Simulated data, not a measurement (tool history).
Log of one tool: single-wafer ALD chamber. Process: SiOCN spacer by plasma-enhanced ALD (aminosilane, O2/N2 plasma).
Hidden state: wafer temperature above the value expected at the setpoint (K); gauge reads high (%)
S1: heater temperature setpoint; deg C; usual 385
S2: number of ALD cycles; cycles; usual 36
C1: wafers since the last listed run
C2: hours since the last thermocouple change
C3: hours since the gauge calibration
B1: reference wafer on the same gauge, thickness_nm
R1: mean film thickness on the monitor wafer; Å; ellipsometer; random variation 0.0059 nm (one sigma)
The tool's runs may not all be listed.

{"run": 1, "hour": 0.0, "S1": 391, "S2": 36, "C1": 0, "C2": 2634.6, "C3": 190.7, "B1": 2.26, "R1": 23.55}
{"run": 2, "hour": 13.6, "S1": 385, "S2": 36, "C1": 132, "C2": 2648.2, "C3": 204.3, "B1": 2.26, "R1": 23.64}
{"run": 3, "hour": 28.1, "S1": 390, "S2": 36, "C1": 141, "C2": 2662.7, "C3": 218.8, "B1": 2.26, "R1": 23.54}
{"run": 4, "hour": 38.6, "S1": 390, "S2": 36, "C1": 102, "C2": 2673.2, "C3": 229.3, "B1": 2.26, "R1": 23.67}
{"run": 5, "hour": 46.6, "S1": 385, "S2": 36, "C1": 78, "C2": 2681.2, "C3": 237.3, "B1": 2.26, "R1": 23.65}
{"run": 6, "hour": 63.0, "S1": 385, "S2": 36, "C1": 160, "C2": 2697.6, "C3": 253.7, "B1": 2.26, "R1": 23.55}
{"run": 7, "hour": 76.8, "S1": 385, "S2": 36, "C1": 134, "C2": 2711.4, "C3": 267.5, "B1": 2.26, "R1": 23.64}
{"run": 8, "hour": 91.8, "S1": 377, "S2": 36, "C1": 146, "C2": 2726.4, "C3": 282.5, "B1": 2.26, "R1": 23.6}
{"hour": 98.7, "done": "gauge calibrated"}
{"run": 9, "hour": 100.8, "S1": 377, "S2": 36, "C1": 87, "C2": 2735.4, "C3": 2.1, "B1": 2.26, "R1": 23.67}
{"run": 10, "hour": 118.5, "S1": 377, "S2": 36, "C1": 172, "C2": 2753.1, "C3": 19.8, "B1": 2.261, "R1": 23.67}
{"run": 11, "hour": 132.7, "S1": 395, "S2": 40, "C1": 138, "C2": 2767.3, "C3": 34, "B1": 2.261, "R1": 26.23}
{"run": 12, "hour": 146.1, "S1": 385, "S2": 38, "C1": 130, "C2": 2780.7, "C3": 47.4, "B1": 2.26, "R1": 24.91}
{"run": 13, "hour": 159.0, "S1": 385, "S2": 36, "C1": 125, "C2": 2793.6, "C3": 60.3, "B1": 2.261, "R1": 23.58}
{"run": 14, "hour": 176.0, "S1": 385, "S2": 39, "C1": 165, "C2": 2810.6, "C3": 77.3, "B1": 2.259, "R1": 25.67}
{"hour": 186.6, "done": "thermocouple changed; heater temperature recalibrated"}
{"run": 15, "hour": 192.6, "S1": 374, "S2": 41, "C1": 83, "C2": 6, "C3": 93.9, "B1": 2.26, "R1": 26.88}
{"run": 16, "hour": 203.6, "S1": 380, "S2": 31, "C1": 107, "C2": 17, "C3": 104.9, "B1": 2.259, "R1": 20.35}
{"run": 17, "hour": 219.8, "S1": 385, "S2": 36, "C1": 158, "C2": 33.2, "C3": 121.1, "B1": 2.26, "R1": 23.59}
{"run": 18, "hour": 227.4, "S1": 389, "S2": 36, "C1": 74, "C2": 40.8, "C3": 128.7, "B1": 2.26, "R1": 23.57}
{"run": 19, "hour": 276.6, "S1": 389, "S2": 40, "C1": 480, "C2": 90, "C3": 177.9, "B1": 2.261, "R1": 26.17}
{"run": 20, "hour": 283.2, "S1": 376, "S2": 42, "C1": 64, "C2": 96.6, "C3": 184.5, "B1": 2.261, "R1": 27.63}
{"run": 21, "hour": 296.9, "S1": 391, "S2": 38, "C1": 133, "C2": 110.3, "C3": 198.2, "B1": 2.26, "R1": 25}

Forecast each of these 5 alternatives for the next run:
{"run": "A", "hour": 297.4, "S1": 385, "S2": 36, "C1": 4, "C2": 110.8, "C3": 198.7, "B1": "?", "R1": "?"}
{"run": "B", "hour": 297.4, "S1": 389, "S2": 41, "C1": 4, "C2": 110.8, "C3": 198.7, "B1": "?", "R1": "?"}
{"run": "C", "hour": 297.4, "S1": 397, "S2": 36, "C1": 4, "C2": 110.8, "C3": 198.7, "B1": "?", "R1": "?"}
{"run": "D", "hour": 297.4, "S1": 397, "S2": 32, "C1": 4, "C2": 110.8, "C3": 198.7, "B1": "?", "R1": "?"}
{"run": "E", "hour": 297.4, "S1": 395, "S2": 36, "C1": 4, "C2": 110.8, "C3": 198.7, "B1": "?", "R1": "?"}

run=A B1=2.261 R1=23.63
run=B B1=2.261 R1=26.92
run=C B1=2.261 R1=23.63
run=D B1=2.261 R1=21.01
run=E B1=2.261 R1=23.63
Without the tool's hidden state the same runs would have given:
run=A R1=23.63
run=B R1=26.92
run=C R1=23.63
run=D R1=21.01
run=E R1=23.63

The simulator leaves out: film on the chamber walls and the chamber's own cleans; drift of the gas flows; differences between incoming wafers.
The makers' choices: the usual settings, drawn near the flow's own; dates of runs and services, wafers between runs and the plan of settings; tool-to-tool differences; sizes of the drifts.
